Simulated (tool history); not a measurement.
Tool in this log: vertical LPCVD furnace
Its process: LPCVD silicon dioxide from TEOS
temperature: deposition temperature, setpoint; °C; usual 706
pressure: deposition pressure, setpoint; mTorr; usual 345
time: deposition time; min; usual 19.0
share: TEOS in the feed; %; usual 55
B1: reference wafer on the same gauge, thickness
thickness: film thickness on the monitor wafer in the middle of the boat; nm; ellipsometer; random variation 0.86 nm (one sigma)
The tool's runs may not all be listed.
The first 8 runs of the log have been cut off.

Run 9, hour 764.5: usual settings; B1 154.92. Result: thickness 165.13 nm.
Run 10, hour 829.8: usual settings; B1 155.12. Result: thickness 165.42 nm.
Run 11, hour 886.1: usual settings; B1 155.10. Result: thickness 164.66 nm.
At hour 945.1: thermocouples replaced and temperature profile calibrated.
Run 12, hour 985.0: usual settings but pressure 310 mTorr, share 51 %; B1 154.87. Result: thickness 142.05 nm.
Run 13, hour 1061.3: usual settings; B1 154.97. Result: thickness 156.01 nm.
Run 14, hour 1128.8: usual settings; B1 155.10. Result: thickness 157.16 nm.
Run 15, hour 1170.0: usual settings; B1 154.99. Result: thickness 157.45 nm.
Run 16, hour 1272.8: usual settings; B1 154.97. Result: thickness 158.35 nm.
Run 17, hour 1373.4: usual settings but temperature 715 °C, pressure 300 mTorr, time 22.0 min, share 64 %; B1 154.92. Result: thickness 229.06 nm.
Run 18, hour 1465.2: usual settings but temperature 702 °C, time 24.5 min; B1 155.02. Result: thickness 190.06 nm.
Run 19, hour 1549.5: usual settings but temperature 715 °C, pressure 425 mTorr, time 16.0 min, share 66 %; B1 155.18. Result: thickness 202.96 nm.
At hour 1570.5: gauge calibrated.
At hour 1627.5: pressure gauge zeroed.
Run 20, hour 1628.0: usual settings but pressure 405 mTorr; B1 154.76. Result: thickness 175.81 nm.
Run 21, hour 1702.2: usual settings but time 24.0 min; B1 155.15. Result: thickness 203.83 nm.
Run 22, hour 1773.9: usual settings but pressure 390 mTorr, time 25.5 min; B1 155.28. Result: thickness 229.54 nm.
At hour 1804.7: TEOS flow controller replaced.
Run 23, hour 1823.2: usual settings but pressure 280 mTorr, time 13.0 min; B1 155.15. Result: thickness 100.72 nm.
Run 24, hour 1917.8: usual settings but temperature 694 °C, pressure 290 mTorr, time 26.5 min, share 49 %; B1 154.81. Result: thickness 147.36 nm.
Run 25, hour 1957.9: usual settings but temperature 715 °C, pressure 280 mTorr, time 15.5 min, share 60 %; B1 155.17. Result: thickness 152.05 nm.
Run 26, hour 2026.8: usual settings but temperature 701 °C, pressure 295 mTorr; B1 154.79. Result: thickness 134.70 nm.
Run 27, hour 2086.0: usual settings but pressure 260 mTorr; B1 154.73. Result: thickness 142.37 nm.
Run 28, hour 2189.0: usual settings; B1 154.97. Result: thickness 163.82 nm.
Run 29, hour 2279.0: usual settings but pressure 310 mTorr, time 24.5 min; B1 154.95. Result: thickness 199.19 nm.
Run 30, hour 2328.0: usual settings but pressure 410 mTorr; B1 155.11. Result: thickness 177.70 nm.
Run 31, hour 2391.8: usual settings but pressure 265 mTorr, time 15.5 min; B1 155.29. Result: thickness 116.92 nm.

Alternative continuations, all from the tool just after run 31; predict every row:
Run A, hour 2395.4: usual settings but time 23.0 min; B1 ?. Result: thickness ?.
Run B, hour 2395.4: usual settings but temperature 709 °C, pressure 395 mTorr; B1 ?. Result: thickness ?.
Run C, hour 2395.4: usual settings but temperature 718 °C; B1 ?. Result: thickness ?.
Run D, hour 2395.4: usual settings but temperature 702 °C, time 26.0 min, share 59 %; B1 ?. Result: thickness ?.

run      B1  thickness
  A  155.05     200.66
  B  155.05     189.91
  C  155.05     217.35
  D  155.05     214.32
The same runs, with their run-to-run variation unchanged, on a tool lacking any hidden condition would have given:
run  thickness
  A     189.99
  B     179.88
  C     206.06
  D     202.84
